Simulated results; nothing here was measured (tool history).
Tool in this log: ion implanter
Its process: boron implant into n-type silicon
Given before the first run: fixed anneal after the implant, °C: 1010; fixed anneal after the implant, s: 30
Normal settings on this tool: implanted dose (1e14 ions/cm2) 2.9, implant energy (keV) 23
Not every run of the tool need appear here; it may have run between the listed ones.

| run | day | implanted dose (1e14 ions/cm2) | implant energy (keV) | wafers since the last listed run | hours since the last dose calibration | hours since the extraction supply was calibrated | hours since the gauge calibration | read-back reference wafer on the same gauge, sheet resistance | sheet resistance of the implanted and annealed layer (ohm/square) |
|---|---|---|---|---|---|---|---|---|---|
| 1 | 0 | 2.9 | 23 | 0 | 1069.7 | 3579.1 | 183.2 | 314.03 | 352.71 |
| 2 | 0.679 | 2.9 | 23 | 203 | 1086 | 3595.4 | 199.5 | 313.92 | 353.48 |
| 3 | 1.075 | 2.9 | 23 | 118 | 1095.5 | 3604.9 | 209 | 314.06 | 352.99 |
| 4 | 1.7 | 2.9 | 23 | 187 | 1110.5 | 3619.9 | 224 | 314.06 | 353.11 |
| 5 | 2 | 2.9 | 23 | 89 | 1117.7 | 3627.1 | 231.2 | 313.98 | 353.5 |
| 6 | 2.658 | 2.7 | 23 | 197 | 1133.5 | 3642.9 | 247 | 314.07 | 374.13 |
| 7 | 3.175 | 2.7 | 23 | 154 | 1145.9 | 3655.3 | 259.4 | 313.95 | 375.35 |
| 8 | 3.808 | 2.9 | 23 | 189 | 1161.1 | 3670.5 | 274.6 | 314.04 | 354.61 |
| 9 | 4.133 | 2.9 | 23 | 97 | 1168.9 | 3678.3 | 282.4 | 314.01 | 354.79 |
|  | 4.762 | Faraday cup replaced and dose calibrated |
| 10 | 4.783 | 2.9 | 23 | 94 | 0.5 | 3693.9 | 298 | 314.03 | 342.16 |
|  | 4.938 | gauge calibrated |
| 11 | 5.092 | 2.27 | 23 | 92 | 7.9 | 3701.3 | 3.7 | 314.05 | 416.48 |
| 12 | 5.625 | 2.9 | 23 | 159 | 20.7 | 3714.1 | 16.5 | 313.89 | 342.4 |
| 13 | 6.054 | 2.38 | 27.5 | 128 | 31 | 3724.4 | 26.8 | 314.07 | 392.79 |
| 14 | 6.571 | 3.64 | 23 | 154 | 43.4 | 3736.8 | 39.2 | 314.05 | 285.84 |
| 15 | 7.033 | 3.23 | 18 | 138 | 54.5 | 3747.9 | 50.3 | 314.11 | 322.26 |
| 16 | 7.3 | 2.39 | 26 | 79 | 60.9 | 3754.3 | 56.7 | 313.95 | 394.67 |
| 17 | 7.604 | 3.65 | 30 | 91 | 68.2 | 3761.6 | 64 | 314.07 | 278.21 |
| 18 | 8.204 | 3.39 | 26.5 | 179 | 82.6 | 3776 | 78.4 | 313.84 | 298.16 |
|  | 8.85 | extraction supply calibrated |
| 19 | 8.871 | 2.9 | 17.5 | 99 | 98.6 | 0.5 | 94.4 | 313.96 | 353.33 |
| 20 | 9.283 | 2.9 | 23 | 123 | 108.5 | 10.4 | 104.3 | 313.91 | 343.13 |
| 21 | 11.117 | 2.06 | 30.5 | 548 | 152.5 | 54.4 | 148.3 | 314.11 | 435.41 |

Some steps in sheet resistance of the implanted and annealed layer (ohm/square), run to run, broken into two amounts with sign: the step expected even without the hidden condition (settings, incoming material, random variation), and the rest, left for the hidden condition together with whatever gauge scatter is not in both the measured and the hidden-condition-free result:
What the log doesn't record here: deviation of the true dose from the Faraday cup's reading, %; deviation of the true energy from its setpoint, %; gauge reads high (%).
Run 5 -> 6: implanted dose (1e14 ions/cm2) 2.9 -> 2.7. sheet resistance of the implanted and annealed layer (ohm/square) +20.63: hidden state +0.87, all else +19.76.
Run 9 -> 10: Faraday cup replaced and dose calibrated. sheet resistance of the implanted and annealed layer (ohm/square) -12.63: hidden state -12.64, all else +0.01.
Run 13 -> 14: implanted dose (1e14 ions/cm2) 2.38 -> 3.64, implant energy (keV) 27.5 -> 23. sheet resistance of the implanted and annealed layer (ohm/square) -106.95: hidden state +0.11, all else -107.06.
Run 16 -> 17: implanted dose (1e14 ions/cm2) 2.39 -> 3.65, implant energy (keV) 26 -> 30. sheet resistance of the implanted and annealed layer (ohm/square) -116.46: hidden state -0.05, all else -116.41.
